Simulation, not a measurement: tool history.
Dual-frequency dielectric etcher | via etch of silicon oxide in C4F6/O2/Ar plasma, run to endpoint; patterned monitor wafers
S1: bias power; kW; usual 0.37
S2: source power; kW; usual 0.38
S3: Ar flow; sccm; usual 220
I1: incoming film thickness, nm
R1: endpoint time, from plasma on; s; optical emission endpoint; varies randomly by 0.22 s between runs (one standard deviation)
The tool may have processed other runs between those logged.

run	day	S1	S2	S3	I1	R1
1	0	0.37	0.38	252	95.2	24.6
2	1.821	0.37	0.38	252	95.2	24.9
3	2.521	0.37	0.38	220	95.4	24.7
4	3.042	0.37	0.38	220	94.6	24.7
5	3.3	0.37	0.38	220	94.7	24.2
6	3.729	0.37	0.38	220	96.4	25.1
7	4.138	0.37	0.38	179	95.8	24.4
8	4.429	0.37	0.38	179	94.2	24.2
9	4.917	0.37	0.38	179	95.5	24.5
10	5.204	0.344	0.45	169	94.2	22.6
11	5.692	0.37	0.38	220	95	24.5
12	6.212	0.407	0.38	220	95	23.7
13	6.712	0.322	0.38	220	94.4	25.6
# day 7.35: bias power generator calibrated
# day 8.167: upper electrode replaced
# day 8.767: wet clean of the chamber
14	8.788	0.37	0.38	252	95.1	24.8
15	8.8	0.334	0.38	220	94.6	25.8
16	8.817	0.41	0.38	220	95.5	23.7
17	8.829	0.37	0.34	220	94.9	26
# day 9.271: source power generator calibrated
# day 9.608: Ar flow controller replaced
18	10.1	0.447	0.38	175	95.2	22.7
19	10.708	0.37	0.38	266	95.1	25
20	11.392	0.37	0.38	220	95.2	24.5
21	11.825	0.45	0.45	202	96.1	21.7
22	12.517	0.409	0.38	196	94.6	23.3
23	13.217	0.37	0.29	220	94.2	27.4
24	13.788	0.37	0.38	220	94.9	24.4
25	14.246	0.37	0.38	220	94.1	24.2
26	14.708	0.323	0.31	199	94.4	28
27	15.142	0.345	0.35	165	95.2	25.7
28	15.717	0.37	0.38	220	94.2	24.5

Predict the results of run 29:
29	16.1	0.37	0.38	220	94.8	?

R1: 24.6 s
If the tool had no hidden condition, the same run with the same run-to-run variation would have returned R1 24.6 s.
